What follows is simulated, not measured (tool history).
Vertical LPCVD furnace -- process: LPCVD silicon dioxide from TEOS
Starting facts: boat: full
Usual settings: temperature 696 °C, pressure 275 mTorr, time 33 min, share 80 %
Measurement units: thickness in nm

run    hour  temperature  pressure  time  share  wafers since the last listed run  hours since the last temperature calibration  hours since the pressure gauge was zeroed  hours since the TEOS flow controller was replaced  hours since the gauge calibration  read-back reference wafer on the same gauge, thickness  thickness
  1       0          696       275    33     80                                 0                                        2275.3                                      168.6                                             2038.9                             1442.5                                                  238.97     229.14
  2    51.9          696       275    33     80                               696                                        2327.2                                      220.5                                             2090.8                             1494.4                                                  239.05     228.88
  3   149.6          696       275    33     80                              1310                                        2424.9                                      318.2                                             2188.5                             1592.1                                                  238.95      229.4
  4   255.6          696       275    33     80                              1422                                        2530.9                                      424.2                                             2294.5                             1698.1                                                  238.91     229.85
  5   345.4          696       225    28     80                              1204                                        2620.7                                        514                                             2384.3                             1787.9                                                  238.99     175.24
  6   423.5          696       225    28     80                              1047                                        2698.8                                      592.1                                             2462.4                               1866                                                  239.01     175.33
  7   525.7          696       275    33     80                              1371                                          2801                                      694.3                                             2564.6                             1968.2                                                  238.84     228.08
  8   632.5          696       275    33     80                              1433                                        2907.8                                      801.1                                             2671.4                               2075                                                  239.13     229.22
  9   691.2          696       275    33     80                               787                                        2966.5                                      859.8                                             2730.1                             2133.7                                                  238.77     228.52
 10   730.4          696       275    33     80                               525                                        3005.7                                        899                                             2769.3                             2172.9                                                  239.13     230.12
 11   822.5          696       275    33     80                              1235                                        3097.8                                      991.1                                             2861.4                               2265                                                  238.85     229.71
        980  -- gauge calibrated
 12  1102.2          696       275    33     80                              3753                                        3377.5                                     1270.8                                             3141.1                              122.2                                                  238.84     228.01
 13  1205.6          696       275    33     80                              1387                                        3480.9                                     1374.2                                             3244.5                              225.6                                                  239.14     228.22
 14  1256.7          689       335    38     94                               685                                          3532                                     1425.3                                             3295.6                              276.7                                                  238.89     268.22
     1314.2  -- thermocouples replaced and temperature profile calibrated
     1363.2  -- pressure gauge zeroed
     1364.3  -- TEOS flow controller replaced
 15  1364.8          706       220    33     80                               792                                          50.6                                        1.6                                                0.5                              384.8                                                  238.99     254.45
 16  1463.5          703       275  23.5     80                              1324                                         149.3                                      100.3                                               99.2                              483.5                                                  239.06     190.03
 17  1521.7          696       275    33     91                               780                                         207.5                                      158.5                                              157.4                              541.7                                                  238.98     241.71
 18  1580.6          696       275    33     80                               790                                         266.4                                      217.4                                              216.3                              600.6                                                  239.05     227.01
 19  1635.7          692       210  20.5     90                               739                                         321.5                                      272.5                                              271.4                              655.7                                                  239.12      117.9
 20  1738.9          696       275    33     80                              1384                                         424.7                                      375.7                                              374.6                              758.9                                                  238.83     226.57
 21  1838.6          707       275    33     93                              1337                                         524.4                                      475.4                                              474.3                              858.6                                                  239.06     314.22
 22  1875.3          702       275    23     80                               492                                         561.1                                      512.1                                                511                              895.3                                                  239.03     180.87
 23  1954.8          696       275    33     80                              1066                                         640.6                                      591.6                                              590.5                              974.8                                                  238.97     225.88
 24  2057.4          696       275    33     80                              1376                                         743.2                                      694.2                                              693.1                             1077.4                                                     239      225.4
 25  2160.6          696       275    33     80                              1384                                         846.4                                      797.4                                              796.3                             1180.6                                                  238.91     225.32
 26  2245.4          696       275    33     80                              1137                                         931.2                                      882.2                                              881.1                             1265.4                                                  239.13        225
 27  2490.7          704       305    33     91                              3291                                        1176.5                                     1127.5                                             1126.4                             1510.7                                                  239.04     303.41
 28  2539.7          696       275    33     67                               657                                        1225.5                                     1176.5                                             1175.4                             1559.7                                                  238.98     206.68
 29  2608.4          691       275    33     80                               921                                        1294.2                                     1245.2                                             1244.1                             1628.4                                                  238.96     199.49
 30  2697.3          696       275    24     80                              1192                                        1383.1                                     1334.1                                               1333                             1717.3                                                  239.04     162.63
 31  2743.3          696       275  26.5     64                               617                                        1429.1                                     1380.1                                               1379                             1763.3                                                  238.96     160.81
 32  2838.6          696       275    33     80                              1278                                        1524.4                                     1475.4                                             1474.3                             1858.6                                                  239.08     223.28

Forecast each of these 3 alternatives for the next run:
  A  2843.1          696       275    33     72                                60                                        1528.9                                     1479.9                                             1478.8                             1863.1                                                       ?          ?
  B  2843.1          687       215  42.5     71                                60                                        1528.9                                     1479.9                                             1478.8                             1863.1                                                       ?          ?
  C  2843.1          696       305    33     80                                60                                        1528.9                                     1479.9                                             1478.8                             1863.1                                                       ?          ?

run  read-back reference wafer on the same gauge, thickness  thickness
  A                                                  239.14     212.36
  B                                                  239.14     193.02
  C                                                  239.14     236.19
Had the tool no hidden state, the same runs would have come out as:
run  thickness
  A     215.43
  B     196.86
  C     239.15
